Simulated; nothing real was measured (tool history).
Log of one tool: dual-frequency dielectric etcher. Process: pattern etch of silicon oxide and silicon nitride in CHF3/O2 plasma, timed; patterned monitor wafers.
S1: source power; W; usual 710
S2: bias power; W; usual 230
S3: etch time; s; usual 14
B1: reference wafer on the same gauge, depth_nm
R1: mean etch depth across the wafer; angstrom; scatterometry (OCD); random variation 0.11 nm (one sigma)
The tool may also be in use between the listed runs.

Run 1, hour 0: usual settings but S3 12 s; B1 26.44. Result: R1 224.6 angstrom.
Run 2, hour 9.6: usual settings but S3 12 s; B1 26.41. Result: R1 222.3 angstrom.
Run 3, hour 25: usual settings but S3 12 s; B1 26.42. Result: R1 223.4 angstrom.
Run 4, hour 40.6: usual settings; B1 26.4. Result: R1 261.9 angstrom.
Run 5, hour 56.1: usual settings; B1 26.45. Result: R1 261.4 angstrom.
Run 6, hour 66.1: usual settings but S1 840 W, S2 265 W; B1 26.39. Result: R1 298 angstrom.
Run 7, hour 83.2: usual settings but S1 840 W, S2 265 W; B1 26.42. Result: R1 297 angstrom.
Run 8, hour 91.9: usual settings; B1 26.41. Result: R1 264.1 angstrom.
Run 9, hour 106.2: usual settings; B1 26.39. Result: R1 263.2 angstrom.
Run 10, hour 113.7: usual settings but S2 196 W; B1 26.4. Result: R1 246.8 angstrom.
At hour 136.4: gauge calibrated.
At hour 142.4: upper electrode replaced, of another model than before.
Run 11, hour 142.9: usual settings but S2 196 W; B1 26.39. Result: R1 238.7 angstrom.
Run 12, hour 143.3: usual settings; B1 26.39. Result: R1 261.7 angstrom.
Run 13, hour 143.6: usual settings; B1 26.4. Result: R1 265 angstrom.
Run 14, hour 172.4: usual settings but S1 570 W, S2 249 W, S3 11 s; B1 26.4. Result: R1 191.2 angstrom.
Run 15, hour 183.7: usual settings; B1 26.39. Result: R1 264.7 angstrom.
Run 16, hour 199.2: usual settings but S1 780 W, S2 173 W; B1 26.37. Result: R1 232.3 angstrom.
At hour 209.9: bias power generator calibrated.
At hour 227.1: wet clean of the chamber.
Run 17, hour 227.6: usual settings but S1 840 W; B1 26.41. Result: R1 282.8 angstrom.
Run 18, hour 227.9: usual settings but S1 540 W, S2 181 W, S3 12 s; B1 26.44. Result: R1 158.5 angstrom.
At hour 242.1: source power generator calibrated.
Run 19, hour 248.7: usual settings but S1 830 W, S2 288 W, S3 10.5 s; B1 26.39. Result: R1 238.1 angstrom.
Run 20, hour 262.8: usual settings but S1 790 W, S2 191 W, S3 16 s; B1 26.43. Result: R1 279 angstrom.
Run 21, hour 279.1: usual settings but S1 640 W, S2 248 W; B1 26.37. Result: R1 253.8 angstrom.
Run 22, hour 294.6: usual settings; B1 26.39. Result: R1 256.9 angstrom.
Run 23, hour 303.9: usual settings but S1 640 W, S2 260 W, S3 12 s; B1 26.39. Result: R1 225.2 angstrom.

Measured less the same run without the tool's hidden state. The same run-to-run variation is in both; the gauge's scatter may not be:
The hidden state here: etch rate over this chamber's usual, %; source power that arrives over what is set, %; bias power that arrives over what is set, %; gauge reads high (%).
run    R1
  1  +2.4
  2  +2.7
  3    +3
  4  +3.8
  5  +4.3
  6  +5.1
  7  +5.6
  8  +5.2
  9  +5.5
 10  +5.3
 11  +5.9
 12  +6.4
 13  +6.5
 14  +5.1
 15  +7.5
 16  +6.9
 17  -0.3
 18  -0.1
 19  +0.2
 20  +0.7
 21    +1
 22  +1.4
 23  +1.5

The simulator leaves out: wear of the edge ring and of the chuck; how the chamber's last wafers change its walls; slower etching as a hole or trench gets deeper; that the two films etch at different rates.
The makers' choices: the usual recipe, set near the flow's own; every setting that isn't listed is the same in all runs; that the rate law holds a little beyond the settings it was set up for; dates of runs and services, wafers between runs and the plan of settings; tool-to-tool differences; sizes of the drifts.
